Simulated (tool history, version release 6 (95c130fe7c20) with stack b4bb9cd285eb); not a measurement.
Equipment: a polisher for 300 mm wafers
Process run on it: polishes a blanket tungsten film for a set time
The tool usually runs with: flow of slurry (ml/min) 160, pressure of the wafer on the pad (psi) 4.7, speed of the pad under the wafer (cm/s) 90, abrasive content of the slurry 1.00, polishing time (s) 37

run,day,flow of slurry (ml/min),pressure of the wafer on the pad (psi),speed of the pad under the wafer (cm/s),abrasive content of the slurry,polishing time (s),wafers since the last listed run,wafers polished on this pad,hours since the slurry nozzle was cleaned,hours since the head pressure was calibrated,hours since the slurry blender was calibrated,hours since the slurry got fresh peroxide,"incoming thickness of the incoming film, nm",film removed (angstrom)
1,0.000,160,6.0,90,1.00,37,0,2076,568.1,669.5,76.0,45.2,646.1,2461
# day 0.154: head pressure recalibrated
2,1.033,160,6.0,90,1.00,37,453,2530,592.9,21.1,100.8,70.0,643.0,2428
# day 2.379: slurry nozzle cleaned
3,2.400,160,4.7,90,1.00,37,633,3163,0.5,53.9,133.6,102.8,640.0,1950
# day 3.900: worn pad replaced by a new one
4,4.321,160,4.7,90,1.00,37,838,200,46.6,100.0,179.7,148.9,633.4,1942
# day 5.483: slurry tank refilled with fresh slurry and peroxide
5,6.342,160,4.7,90,1.00,37,945,1145,95.1,148.5,228.2,20.6,627.2,1944
6,9.142,160,4.7,90,1.00,37,1337,2483,162.3,215.7,295.4,87.8,650.9,1962
7,10.521,160,4.7,90,1.00,37,658,3142,195.4,248.8,328.5,120.9,632.5,1933
# day 12.950: worn pad replaced by a new one
8,13.221,160,4.7,90,1.00,37,1210,128,260.2,313.6,393.3,185.7,645.9,1913
# day 13.404: slurry tank refilled with fresh slurry and peroxide
9,15.396,160,4.7,90,1.00,37,1019,1148,312.4,365.8,445.5,47.8,631.7,1908
10,17.312,160,4.2,90,1.00,40,915,2063,358.4,411.8,491.5,93.8,635.4,1855
# day 19.408: slurry blender recalibrated
11,19.825,160,4.7,90,1.00,37,1160,3224,418.7,472.1,10.0,154.1,642.5,1993
# day 21.017: slurry tank refilled with fresh slurry and peroxide
12,21.492,160,4.7,90,1.00,37,776,4000,458.7,512.1,50.0,11.4,646.7,1993
# day 21.754: worn pad replaced by a new one
13,22.529,160,5.8,114,1.25,37,416,370,483.6,537.0,74.9,36.3,631.7,2999
14,24.325,160,4.7,90,1.20,46,858,1228,526.7,580.1,118.0,79.4,638.8,2503
15,26.012,160,4.1,100,1.10,37,806,2034,567.2,620.6,158.5,119.9,640.2,1860
16,27.133,160,4.7,72,1.00,37,535,2570,594.1,647.5,185.4,146.8,648.4,1628
17,28.221,210,3.9,90,0.90,49,519,3089,620.2,673.6,211.5,172.9,651.4,2131
18,29.325,160,4.7,90,0.75,32,527,3617,646.7,700.1,238.0,199.4,643.7,1543
# day 29.542: slurry tank refilled with fresh slurry and peroxide
# day 30.221: slurry nozzle cleaned
# day 31.262: worn pad replaced by a new one
19,31.308,160,4.7,90,1.00,37,828,21,26.1,747.7,285.6,42.4,641.8,1921
# day 32.983: head pressure recalibrated
20,34.275,105,5.1,90,1.10,25,1377,1399,97.3,31.0,356.8,113.6,634.6,1335
21,35.912,135,4.7,90,1.00,44,782,2181,136.6,70.3,396.1,152.9,639.5,2224
22,38.475,115,3.7,76,1.00,48,1224,3405,198.1,131.8,457.6,214.4,641.6,1640
# day 38.700: worn pad replaced by a new one
# day 38.917: slurry tank refilled with fresh slurry and peroxide
23,41.371,185,4.7,90,0.80,37,1284,1255,267.6,201.3,527.1,58.9,631.5,1876

3 ways to go on from here, each from the tool as it stands after run 23. What would each give?
A,41.388,160,4.7,90,1.00,37,7,1263,268.0,201.7,527.5,59.3,628.4,?
B,41.388,160,4.7,90,1.20,37,7,1263,268.0,201.7,527.5,59.3,628.4,?
C,41.388,160,3.3,80,1.25,40,7,1263,268.0,201.7,527.5,59.3,628.4,?

run,film removed (angstrom)
A,1927
B,1999
C,1417
Without the tool's hidden state the same runs would have given:
run,film removed (angstrom)
A,2058
B,2136
C,1515
